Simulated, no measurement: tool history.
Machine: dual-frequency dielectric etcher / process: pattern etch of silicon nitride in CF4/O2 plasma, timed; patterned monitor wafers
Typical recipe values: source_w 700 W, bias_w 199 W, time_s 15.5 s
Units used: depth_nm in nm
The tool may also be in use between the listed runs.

run,hour,source_w,bias_w,time_s,wafers since the last listed run,hours since the last wet clean,hours since the last source power generator calibration,hours since the last bias power generator calibration,hours since the last upper electrode change,hours since the gauge calibration,"read-back reference wafer on the same gauge, depth_nm",depth_nm
1,0.0,600,199,15.5,0,624.5,3906.3,2206.4,3557.7,363.5,45.13,38.78
# hour 40.6: wet clean of the chamber
2,69.5,600,199,15.5,856,28.9,3975.8,2275.9,3627.2,433.0,45.24,43.38
3,113.3,600,199,15.5,824,72.7,4019.6,2319.7,3671.0,476.8,45.23,42.95
# hour 366.8: upper electrode replaced
4,432.9,700,199,15.5,5563,392.3,4339.2,2639.3,66.1,796.4,45.26,49.47
5,485.4,700,176,15.5,988,444.8,4391.7,2691.8,118.6,848.9,45.36,47.42
6,574.5,700,176,15.5,1676,533.9,4480.8,2780.9,207.7,938.0,45.13,47.35
7,610.6,700,176,15.5,679,570.0,4516.9,2817.0,243.8,974.1,45.15,47.07
# hour 642.7: source power generator calibrated
# hour 720.5: wet clean of the chamber, repeated, since the last time left the tool worse
8,721.0,760,199,15.5,1550,0.5,78.3,2927.4,354.2,1084.5,45.26,51.60
9,753.9,760,199,15.5,619,33.4,111.2,2960.3,387.1,1117.4,45.26,51.55
10,826.8,700,199,15.5,1372,106.3,184.1,3033.2,460.0,1190.3,45.25,46.84
11,906.7,700,199,15.5,1503,186.2,264.0,3113.1,539.9,1270.2,45.34,46.89
12,962.1,850,215,15.5,1042,241.6,319.4,3168.5,595.3,1325.6,45.35,57.29
13,1026.5,700,152,15.5,1212,306.0,383.8,3232.9,659.7,1390.0,45.27,42.88
14,1125.9,700,199,15.5,1870,405.4,483.2,3332.3,759.1,1489.4,45.29,45.84
15,1162.7,700,199,15.5,692,442.2,520.0,3369.1,795.9,1526.2,45.45,46.44
# hour 1213.8: bias power generator calibrated
16,1221.3,700,199,19.5,1027,500.8,578.6,7.5,854.5,1584.8,45.33,57.34
# hour 1257.5: gauge calibrated
# hour 1289.4: wet clean of the chamber
17,1289.9,700,175,11.0,839,0.5,647.2,76.1,923.1,32.4,45.34,32.52
18,1382.3,590,199,17.5,1739,92.9,739.6,168.5,1015.5,124.8,45.33,44.81
19,1422.9,570,199,19.5,764,133.5,780.2,209.1,1056.1,165.4,45.22,47.75
20,1512.1,770,183,14.0,1678,222.7,869.4,298.3,1145.3,254.6,45.26,45.35
21,1605.8,760,218,17.5,1763,316.4,963.1,392.0,1239.0,348.3,45.29,58.99
22,1657.6,590,234,18.0,974,368.2,1014.9,443.8,1290.8,400.1,45.36,47.66
23,1706.5,700,151,11.5,920,417.1,1063.8,492.7,1339.7,449.0,45.30,32.19
24,1784.3,620,169,14.5,1464,494.9,1141.6,570.5,1417.5,526.8,45.25,36.69
25,1842.9,700,199,15.5,1102,553.5,1200.2,629.1,1476.1,585.4,45.33,46.15
26,1891.7,700,226,15.5,918,602.3,1249.0,677.9,1524.9,634.2,45.23,46.89
# hour 1918.7: wet clean of the chamber
27,1994.7,770,199,15.5,1486,76.0,1352.0,780.9,1627.9,737.2,45.31,52.03
28,2075.8,700,232,12.0,1526,157.1,1433.1,862.0,1709.0,818.3,45.42,37.50
29,2146.3,620,224,17.0,1326,227.6,1503.6,932.5,1779.5,888.8,45.26,46.92
30,2301.0,700,199,19.5,2911,382.3,1658.3,1087.2,1934.2,1043.5,45.33,58.02

Some steps in depth_nm, run to run, broken into two amounts with sign: the step expected even without the hidden condition (settings, incoming material, random variation), and the rest, left for the hidden condition together with whatever gauge scatter is not in both the measured and the hidden-condition-free result:
Unlogged tool condition in this case: etch rate over this chamber's usual, %; source power that arrives over what is set, %; bias power that arrives over what is set, %; gauge reads high (%).
Run 1 -> 2: wet clean of the chamber. depth_nm +4.60 nm: hidden state +4.33, all else +0.27.
Run 7 -> 8: source_w 700 -> 760, bias_w 176 -> 199, source power generator calibrated, wet clean of the chamber, repeated, since the last time left the tool worse. depth_nm +4.53 nm: hidden state -1.65, all else +6.18.
Run 16 -> 17: bias_w 199 -> 175, time_s 19.5 -> 11.0, gauge calibrated, wet clean of the chamber. depth_nm -24.82 nm: hidden state +1.93, all else -26.75.
Run 22 -> 23: source_w 590 -> 700, bias_w 234 -> 151, time_s 18.0 -> 11.5. depth_nm -15.47 nm: hidden state +0.16, all else -15.63.
Run 27 -> 28: source_w 770 -> 700, bias_w 199 -> 232, time_s 15.5 -> 12.0. depth_nm -14.53 nm: hidden state -0.14, all else -14.39.
